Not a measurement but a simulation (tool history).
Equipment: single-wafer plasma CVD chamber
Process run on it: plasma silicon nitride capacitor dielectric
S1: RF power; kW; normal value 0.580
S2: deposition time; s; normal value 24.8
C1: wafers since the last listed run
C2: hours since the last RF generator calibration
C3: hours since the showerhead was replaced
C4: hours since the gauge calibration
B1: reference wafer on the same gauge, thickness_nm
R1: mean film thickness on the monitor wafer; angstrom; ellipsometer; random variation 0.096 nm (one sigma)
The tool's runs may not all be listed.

| run | day | S1 | S2 | C1 | C2 | C3 | C4 | B1 | R1 |
|---|---|---|---|---|---|---|---|---|---|
| 1 | 0.000 | 0.525 | 23.0 | 0 | 1532.6 | 3691.3 | 637.3 | 42.608 | 332.88 |
| 2 | 1.371 | 0.525 | 23.0 | 632 | 1565.5 | 3724.2 | 670.2 | 42.621 | 333.22 |
| 3 | 1.996 | 0.525 | 23.0 | 288 | 1580.5 | 3739.2 | 685.2 | 42.592 | 333.07 |
| 4 | 2.771 | 0.580 | 24.8 | 357 | 1599.1 | 3757.8 | 703.8 | 42.631 | 370.29 |
| 5 | 3.817 | 0.580 | 24.8 | 482 | 1624.2 | 3782.9 | 728.9 | 42.627 | 370.60 |
| 6 | 4.500 | 0.580 | 26.4 | 315 | 1640.6 | 3799.3 | 745.3 | 42.597 | 395.13 |
| 7 | 5.479 | 0.580 | 26.4 | 451 | 1664.1 | 3822.8 | 768.8 | 42.610 | 393.36 |
| 8 | 6.954 | 0.580 | 26.4 | 680 | 1699.5 | 3858.2 | 804.2 | 42.632 | 394.19 |
| 9 | 7.862 | 0.550 | 24.8 | 418 | 1721.3 | 3880.0 | 826.0 | 42.587 | 362.81 |
| 10 | 9.621 | 0.550 | 24.8 | 810 | 1763.5 | 3922.2 | 868.2 | 42.587 | 363.55 |
| 11 | 12.900 | 0.550 | 24.8 | 1512 | 1842.2 | 4000.9 | 946.9 | 42.584 | 364.03 |
| 12 | 13.600 | 0.520 | 22.5 | 322 | 1859.0 | 4017.7 | 963.7 | 42.565 | 323.61 |
| 13 | 14.542 | 0.520 | 22.5 | 434 | 1881.6 | 4040.3 | 986.3 | 42.619 | 325.60 |
| 14 | 15.608 | 0.580 | 24.8 | 491 | 1907.2 | 4065.9 | 1011.9 | 42.615 | 369.28 |
| 15 | 16.246 | 0.635 | 24.8 | 294 | 1922.5 | 4081.2 | 1027.2 | 42.590 | 377.99 |
| 16 | 16.962 | 0.635 | 24.8 | 330 | 1939.7 | 4098.4 | 1044.4 | 42.589 | 381.20 |
| 17 | 17.479 | 0.580 | 24.8 | 238 | 1952.1 | 4110.8 | 1056.8 | 42.623 | 369.08 |
| 18 | 18.946 | 0.580 | 24.8 | 676 | 1987.3 | 4146.0 | 1092.0 | 42.578 | 367.56 |
| 19 | 19.579 | 0.615 | 28.4 | 292 | 2002.5 | 4161.2 | 1107.2 | 42.619 | 428.66 |
| 20 | 20.133 | 0.580 | 24.8 | 255 | 2015.8 | 4174.5 | 1120.5 | 42.573 | 368.01 |
| 21 | 21.592 | 0.475 | 24.8 | 672 | 2050.8 | 4209.5 | 1155.5 | 42.587 | 347.36 |
| 22 | 22.967 | 0.675 | 28.4 | 634 | 2083.8 | 4242.5 | 1188.5 | 42.625 | 439.87 |
| 23 | 23.488 | 0.510 | 29.7 | 240 | 2096.3 | 4255.0 | 1201.0 | 42.568 | 423.58 |
| 24 | 24.158 | 0.690 | 28.0 | 309 | 2112.4 | 4271.1 | 1217.1 | 42.612 | 437.04 |
| 25 | 25.146 | 0.485 | 24.8 | 455 | 2136.1 | 4294.8 | 1240.8 | 42.593 | 349.73 |
|  | 26.004 | showerhead replaced |
| 26 | 26.125 | 0.580 | 28.0 | 297 | 2159.6 | 2.9 | 1264.3 | 42.601 | 414.72 |
| 27 | 27.412 | 0.680 | 24.8 | 593 | 2190.5 | 33.8 | 1295.2 | 42.613 | 384.91 |
| 28 | 27.983 | 0.540 | 26.9 | 263 | 2204.2 | 47.5 | 1308.9 | 42.596 | 389.35 |
| 29 | 28.983 | 0.580 | 29.2 | 461 | 2228.2 | 71.5 | 1332.9 | 42.605 | 432.89 |
|  | 29.438 | RF generator calibrated |
| 30 | 30.262 | 0.580 | 23.0 | 436 | 19.8 | 102.2 | 1363.6 | 42.636 | 347.20 |
| 31 | 30.833 | 0.580 | 20.2 | 263 | 33.5 | 115.9 | 1377.3 | 42.570 | 305.48 |
| 32 | 31.812 | 0.615 | 20.0 | 451 | 57.0 | 139.4 | 1400.8 | 42.599 | 307.20 |
| 33 | 32.896 | 0.580 | 24.8 | 499 | 83.0 | 165.4 | 1426.8 | 42.610 | 376.38 |
|  | 34.808 | gauge calibrated |
| 34 | 35.417 | 0.680 | 22.0 | 1162 | 143.5 | 225.9 | 14.6 | 42.598 | 348.13 |
| 35 | 39.079 | 0.580 | 24.8 | 1689 | 231.4 | 313.8 | 102.5 | 42.612 | 374.65 |
| 36 | 40.154 | 0.675 | 26.6 | 495 | 257.2 | 339.6 | 128.3 | 42.577 | 420.79 |
| 37 | 41.550 | 0.580 | 24.8 | 643 | 290.7 | 373.1 | 161.8 | 42.598 | 375.77 |
| 38 | 42.554 | 0.580 | 24.8 | 463 | 314.8 | 397.2 | 185.9 | 42.604 | 373.68 |
| 39 | 43.638 | 0.580 | 21.6 | 499 | 340.8 | 423.2 | 211.9 | 42.600 | 324.93 |
| 40 | 44.762 | 0.540 | 21.1 | 518 | 367.8 | 450.2 | 238.9 | 42.587 | 310.03 |
| 41 | 45.583 | 0.580 | 24.8 | 378 | 387.5 | 469.9 | 258.6 | 42.597 | 374.28 |
| 42 | 46.192 | 0.670 | 23.5 | 280 | 402.1 | 484.5 | 273.2 | 42.613 | 369.96 |
| 43 | 46.925 | 0.580 | 24.8 | 338 | 419.7 | 502.1 | 290.8 | 42.590 | 372.86 |

For some of the steps in R1 from one run to the next: how much would appear even if the tool had no hidden state, given the settings, what came in and random variation, and how much remains for the hidden state plus any gauge scatter that the measured result and the result without hidden state don't share?
The tool's hidden condition here consists of: delivered RF power above the setpoint (%); gauge reads high (%).
Run 21 -> 22: S1 0.475 -> 0.675, S2 24.8 -> 28.4. R1 +92.51 angstrom: hidden state -2.04, all else +94.55.
Run 24 -> 25: S1 0.690 -> 0.485, S2 28.0 -> 24.8. R1 -87.31 angstrom: hidden state +1.76, all else -89.07.
Run 29 -> 30: S2 29.2 -> 23.0, RF generator calibrated. R1 -85.69 angstrom: hidden state +9.16, all else -94.85.
